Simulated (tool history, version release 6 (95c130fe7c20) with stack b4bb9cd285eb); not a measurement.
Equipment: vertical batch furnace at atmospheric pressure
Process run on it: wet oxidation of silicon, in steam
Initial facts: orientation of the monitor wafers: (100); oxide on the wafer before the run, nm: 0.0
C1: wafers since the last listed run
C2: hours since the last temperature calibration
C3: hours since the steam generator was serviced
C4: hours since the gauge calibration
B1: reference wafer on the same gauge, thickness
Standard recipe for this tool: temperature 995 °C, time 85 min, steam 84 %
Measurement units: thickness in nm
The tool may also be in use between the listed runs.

{"run": 1, "day": 0.0, "temperature": 995, "time": 85, "steam": 84, "C1": 0, "C2": 809.8, "C3": 1110.5, "C4": 696.9, "B1": 373.34, "thickness": 443.78}
{"run": 2, "day": 1.508, "temperature": 995, "time": 68.5, "steam": 84, "C1": 654, "C2": 846, "C3": 1146.7, "C4": 733.1, "B1": 372.8, "thickness": 385.78}
{"run": 3, "day": 3.158, "temperature": 995, "time": 68.5, "steam": 84, "C1": 716, "C2": 885.6, "C3": 1186.3, "C4": 772.7, "B1": 372.26, "thickness": 384.02}
{"run": 4, "day": 4.188, "temperature": 995, "time": 85, "steam": 84, "C1": 446, "C2": 910.3, "C3": 1211, "C4": 797.4, "B1": 372.46, "thickness": 445.89}
{"run": 5, "day": 9.196, "temperature": 995, "time": 85, "steam": 84, "C1": 2174, "C2": 1030.5, "C3": 1331.2, "C4": 917.6, "B1": 369.55, "thickness": 445.85}
{"run": 6, "day": 11.342, "temperature": 995, "time": 85, "steam": 84, "C1": 931, "C2": 1082, "C3": 1382.7, "C4": 969.1, "B1": 370.32, "thickness": 439.27}
{"run": 7, "day": 14.329, "temperature": 995, "time": 85, "steam": 84, "C1": 1297, "C2": 1153.7, "C3": 1454.4, "C4": 1040.8, "B1": 369.39, "thickness": 439.91}
{"run": 8, "day": 16.45, "temperature": 995, "time": 85, "steam": 84, "C1": 920, "C2": 1204.6, "C3": 1505.3, "C4": 1091.7, "B1": 368.66, "thickness": 443.2}
{"run": 9, "day": 21.171, "temperature": 995, "time": 85, "steam": 84, "C1": 2049, "C2": 1317.9, "C3": 1618.6, "C4": 1205, "B1": 367.76, "thickness": 441.27}
{"run": 10, "day": 22.242, "temperature": 995, "time": 85, "steam": 84, "C1": 464, "C2": 1343.6, "C3": 1644.3, "C4": 1230.7, "B1": 367.28, "thickness": 441.95}
{"run": 11, "day": 24.238, "temperature": 995, "time": 85, "steam": 87, "C1": 866, "C2": 1391.5, "C3": 1692.2, "C4": 1278.6, "B1": 367.64, "thickness": 447.49}
{"run": 12, "day": 26.688, "temperature": 995, "time": 85, "steam": 87, "C1": 1063, "C2": 1450.3, "C3": 1751, "C4": 1337.4, "B1": 366.47, "thickness": 448.26}
{"run": 13, "day": 29.483, "temperature": 995, "time": 85, "steam": 84, "C1": 1214, "C2": 1517.4, "C3": 1818.1, "C4": 1404.5, "B1": 365.63, "thickness": 436.24}
{"run": 14, "day": 30.767, "temperature": 995, "time": 85, "steam": 84, "C1": 557, "C2": 1548.2, "C3": 1848.9, "C4": 1435.3, "B1": 365.36, "thickness": 436.28}
{"day": 32.217, "done": "gauge calibrated"}
{"day": 35.975, "done": "steam generator serviced"}
{"run": 15, "day": 37.704, "temperature": 995, "time": 85, "steam": 84, "C1": 2578, "C2": 1714.7, "C3": 41.5, "C4": 131.7, "B1": 380.34, "thickness": 451.42}
{"run": 16, "day": 39.55, "temperature": 995, "time": 85, "steam": 84, "C1": 801, "C2": 1759, "C3": 85.8, "C4": 176, "B1": 379.17, "thickness": 454.81}
{"run": 17, "day": 41.688, "temperature": 995, "time": 85, "steam": 84, "C1": 928, "C2": 1810.3, "C3": 137.1, "C4": 227.3, "B1": 379.25, "thickness": 452.7}
{"run": 18, "day": 43.958, "temperature": 995, "time": 85, "steam": 84, "C1": 986, "C2": 1864.8, "C3": 191.6, "C4": 281.8, "B1": 377.92, "thickness": 448.78}
{"run": 19, "day": 45.304, "temperature": 995, "time": 85, "steam": 84, "C1": 584, "C2": 1897.1, "C3": 223.9, "C4": 314.1, "B1": 378.62, "thickness": 451.62}
{"run": 20, "day": 47.975, "temperature": 995, "time": 85, "steam": 84, "C1": 1159, "C2": 1961.2, "C3": 288, "C4": 378.2, "B1": 376.37, "thickness": 450.41}
{"day": 51.279, "done": "thermocouples replaced and temperature profile calibrated"}
{"run": 21, "day": 51.3, "temperature": 995, "time": 85, "steam": 84, "C1": 1009, "C2": 0.5, "C3": 367.8, "C4": 458, "B1": 376.91, "thickness": 447.83}
{"run": 22, "day": 52.446, "temperature": 1019, "time": 85, "steam": 84, "C1": 497, "C2": 28, "C3": 395.3, "C4": 485.5, "B1": 376.68, "thickness": 528.63}
{"run": 23, "day": 53.712, "temperature": 979, "time": 55.5, "steam": 84, "C1": 550, "C2": 58.4, "C3": 425.7, "C4": 515.9, "B1": 375.33, "thickness": 293.36}
{"run": 24, "day": 59.2, "temperature": 995, "time": 97, "steam": 90, "C1": 2382, "C2": 190.1, "C3": 557.4, "C4": 647.6, "B1": 373.57, "thickness": 511.13}
{"run": 25, "day": 60.475, "temperature": 970, "time": 85, "steam": 74, "C1": 553, "C2": 220.7, "C3": 588, "C4": 678.2, "B1": 374.5, "thickness": 334.62}
{"run": 26, "day": 61.867, "temperature": 1012, "time": 85, "steam": 94, "C1": 604, "C2": 254.1, "C3": 621.4, "C4": 711.6, "B1": 374.39, "thickness": 538.41}
{"run": 27, "day": 63.1, "temperature": 995, "time": 116, "steam": 84, "C1": 535, "C2": 283.7, "C3": 651, "C4": 741.2, "B1": 373.67, "thickness": 549.05}
{"run": 28, "day": 64.383, "temperature": 995, "time": 85, "steam": 94, "C1": 557, "C2": 314.5, "C3": 681.8, "C4": 772, "B1": 371.83, "thickness": 478.75}
{"run": 29, "day": 67.288, "temperature": 1004, "time": 85, "steam": 88, "C1": 1261, "C2": 384.2, "C3": 751.5, "C4": 841.7, "B1": 372.07, "thickness": 481.75}
{"run": 30, "day": 70.183, "temperature": 1004, "time": 106, "steam": 75, "C1": 1257, "C2": 453.7, "C3": 821, "C4": 911.2, "B1": 371.34, "thickness": 506.55}
{"run": 31, "day": 72.538, "temperature": 995, "time": 43.5, "steam": 84, "C1": 1022, "C2": 510.2, "C3": 877.5, "C4": 967.7, "B1": 371.23, "thickness": 276.49}
{"run": 32, "day": 74.075, "temperature": 995, "time": 85, "steam": 95, "C1": 667, "C2": 547.1, "C3": 914.4, "C4": 1004.6, "B1": 370.16, "thickness": 480.28}
{"run": 33, "day": 78.35, "temperature": 984, "time": 100, "steam": 88, "C1": 1856, "C2": 649.7, "C3": 1017, "C4": 1107.2, "B1": 369.86, "thickness": 470.02}
{"run": 34, "day": 80.333, "temperature": 995, "time": 85, "steam": 84, "C1": 861, "C2": 697.3, "C3": 1064.6, "C4": 1154.8, "B1": 369.27, "thickness": 441.93}
{"run": 35, "day": 82.158, "temperature": 995, "time": 85, "steam": 77, "C1": 792, "C2": 741.1, "C3": 1108.4, "C4": 1198.6, "B1": 368.34, "thickness": 411.65}
{"run": 36, "day": 85.129, "temperature": 995, "time": 85, "steam": 91, "C1": 1290, "C2": 812.4, "C3": 1179.7, "C4": 1269.9, "B1": 368.64, "thickness": 460.34}
{"run": 37, "day": 87.825, "temperature": 995, "time": 117, "steam": 84, "C1": 1170, "C2": 877.1, "C3": 1244.4, "C4": 1334.6, "B1": 366.45, "thickness": 539.93}
{"run": 38, "day": 95.804, "temperature": 995, "time": 85, "steam": 84, "C1": 3464, "C2": 1068.6, "C3": 1435.9, "C4": 1526.1, "B1": 364.9, "thickness": 433.77}
{"run": 39, "day": 98.146, "temperature": 1012, "time": 85, "steam": 94, "C1": 1016, "C2": 1124.8, "C3": 1492.1, "C4": 1582.3, "B1": 365.09, "thickness": 522.77}

Describe how what the log doesn't record of the tool's condition differs between the last listed run preceding each entry between runs and the first listed run following it.
After run 14, before run 15: gauge calibrated (day 32.217); steam generator serviced (day 35.975)
  gauge reads high (%): -4.11 -> -0.29
  what was measured, less what the result would be without the hidden state, thickness: -18.68 -> -1.31 nm
After run 20, before run 21: thermocouples replaced and temperature profile calibrated (day 51.279)
  gauge reads high (%): -0.974 -> -1.2
  what was measured, less what the result would be without the hidden state, thickness: -4.43 -> -5.42 nm
